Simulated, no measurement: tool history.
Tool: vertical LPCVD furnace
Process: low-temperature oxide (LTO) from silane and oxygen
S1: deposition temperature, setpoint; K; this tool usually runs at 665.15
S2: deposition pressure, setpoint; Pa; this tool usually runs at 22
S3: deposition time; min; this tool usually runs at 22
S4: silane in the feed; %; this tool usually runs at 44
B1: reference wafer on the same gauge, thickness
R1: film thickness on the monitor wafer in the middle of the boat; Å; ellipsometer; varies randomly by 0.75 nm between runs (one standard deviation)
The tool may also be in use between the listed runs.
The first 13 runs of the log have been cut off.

| run | hour | S1 | S2 | S3 | S4 | B1 | R1 |
|---|---|---|---|---|---|---|---|
| 14 | 675.2 | 665.15 | 22 | 22 | 41 | 112.79 | 1201.3 |
| 15 | 743.9 | 665.15 | 22 | 22 | 44 | 112.33 | 1302 |
|  | 768.4 | gauge calibrated |
|  | 774.4 | thermocouples replaced and temperature profile calibrated |
|  | 802.3 | silane flow controller replaced |
| 16 | 813.6 | 665.15 | 22 | 25.5 | 44 | 118.87 | 1576.3 |
| 17 | 844.5 | 660.15 | 22 | 26.5 | 50 | 118.72 | 1766.6 |
| 18 | 894.8 | 665.15 | 26.7 | 22 | 44 | 118.53 | 1663.4 |
| 19 | 923.8 | 665.15 | 22 | 22 | 44 | 118.52 | 1364.8 |
| 20 | 980.4 | 665.15 | 19.3 | 16.5 | 44 | 118.18 | 891.3 |
| 21 | 1020.2 | 673.15 | 22 | 22 | 36 | 117.98 | 1167.2 |
| 22 | 1072.1 | 665.15 | 27.3 | 22 | 44 | 117.79 | 1683 |
| 23 | 1132.4 | 665.15 | 22 | 25 | 44 | 117.35 | 1541.6 |
| 24 | 1170.9 | 665.15 | 22 | 22 | 44 | 117.2 | 1343.5 |
| 25 | 1217.6 | 665.15 | 22 | 22 | 44 | 117.02 | 1347.7 |
| 26 | 1288.6 | 665.15 | 22 | 22 | 41 | 116.65 | 1241.6 |
| 27 | 1337.8 | 665.15 | 20 | 22 | 38 | 116.54 | 1022.3 |
| 28 | 1392.6 | 665.15 | 24.7 | 30 | 38 | 116.21 | 1724.2 |
| 29 | 1416.8 | 658.15 | 26 | 22 | 44 | 116.15 | 1466.7 |
| 30 | 1454.7 | 674.15 | 20.7 | 29.5 | 50 | 115.78 | 2074.2 |
| 31 | 1508.6 | 662.15 | 22 | 22 | 44 | 115.69 | 1286.2 |

Each row is a separate what-if for the run after 31, all from the same tool condition, not one after another. Results?
| A | 1513.7 | 665.15 | 22 | 22 | 44 | ? | ? |
| B | 1513.7 | 676.15 | 18.7 | 16.5 | 37 | ? | ? |
| C | 1513.7 | 669.15 | 24.7 | 18 | 38 | ? | ? |

| run | B1 | R1 |
|---|---|---|
| A | 115.71 | 1330 |
| B | 115.71 | 778.8 |
| C | 115.71 | 1073.2 |
With no hidden state in the tool, these same runs would have given:
| run | R1 |
|---|---|
| A | 1368.7 |
| B | 801.4 |
| C | 1104.4 |

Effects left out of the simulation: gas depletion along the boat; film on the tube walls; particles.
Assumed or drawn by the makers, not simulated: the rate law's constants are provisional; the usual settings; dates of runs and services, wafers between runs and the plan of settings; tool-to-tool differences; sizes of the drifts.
